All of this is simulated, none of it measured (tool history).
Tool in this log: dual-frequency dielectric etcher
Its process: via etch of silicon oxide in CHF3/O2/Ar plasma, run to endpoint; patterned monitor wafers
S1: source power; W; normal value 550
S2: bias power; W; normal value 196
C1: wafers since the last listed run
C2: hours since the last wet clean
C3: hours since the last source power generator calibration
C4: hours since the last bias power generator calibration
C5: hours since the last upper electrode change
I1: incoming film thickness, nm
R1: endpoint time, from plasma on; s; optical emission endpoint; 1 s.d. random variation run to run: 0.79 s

| run | hour | S1 | S2 | C1 | C2 | C3 | C4 | C5 | I1 | R1 |
|---|---|---|---|---|---|---|---|---|---|---|
| 1 | 0.0 | 550 | 186 | 0 | 251.1 | 3071.9 | 3784.6 | 6294.5 | 509.4 | 275.3 |
| 2 | 47.2 | 550 | 186 | 302 | 298.3 | 3119.1 | 3831.8 | 6341.7 | 506.8 | 272.7 |
| 3 | 88.8 | 550 | 186 | 266 | 339.9 | 3160.7 | 3873.4 | 6383.3 | 509.2 | 273.9 |
| 4 | 165.6 | 550 | 196 | 491 | 416.7 | 3237.5 | 3950.2 | 6460.1 | 507.4 | 269.1 |
| 5 | 197.0 | 550 | 196 | 201 | 448.1 | 3268.9 | 3981.6 | 6491.5 | 504.8 | 269.7 |
| 6 | 232.6 | 550 | 196 | 227 | 483.7 | 3304.5 | 4017.2 | 6527.1 | 514.0 | 275.3 |
| 7 | 270.9 | 550 | 196 | 245 | 522.0 | 3342.8 | 4055.5 | 6565.4 | 511.6 | 274.6 |
| 8 | 299.0 | 550 | 196 | 179 | 550.1 | 3370.9 | 4083.6 | 6593.5 | 516.1 | 277.0 |
| 9 | 330.2 | 550 | 196 | 199 | 581.3 | 3402.1 | 4114.8 | 6624.7 | 506.6 | 273.9 |
|  | 342.3 | source power generator calibrated |
|  | 369.4 | bias power generator calibrated |
|  | 372.1 | wet clean of the chamber |
| 10 | 373.4 | 410 | 174 | 208 | 1.3 | 31.1 | 4.0 | 6667.9 | 504.6 | 300.4 |
| 11 | 429.1 | 600 | 181 | 356 | 57.0 | 86.8 | 59.7 | 6723.6 | 507.9 | 265.1 |

The next listed run, before its measurement:
|  | 495.0 | upper electrode replaced |
| 12 | 495.4 | 650 | 162 | 270 | 123.3 | 153.1 | 126.0 | 0.4 | 505.0 | ? |

R1: 266.5 s
Were there no unlogged condition in the tool, this run, its random variation unchanged, would have produced R1 264.6 s.

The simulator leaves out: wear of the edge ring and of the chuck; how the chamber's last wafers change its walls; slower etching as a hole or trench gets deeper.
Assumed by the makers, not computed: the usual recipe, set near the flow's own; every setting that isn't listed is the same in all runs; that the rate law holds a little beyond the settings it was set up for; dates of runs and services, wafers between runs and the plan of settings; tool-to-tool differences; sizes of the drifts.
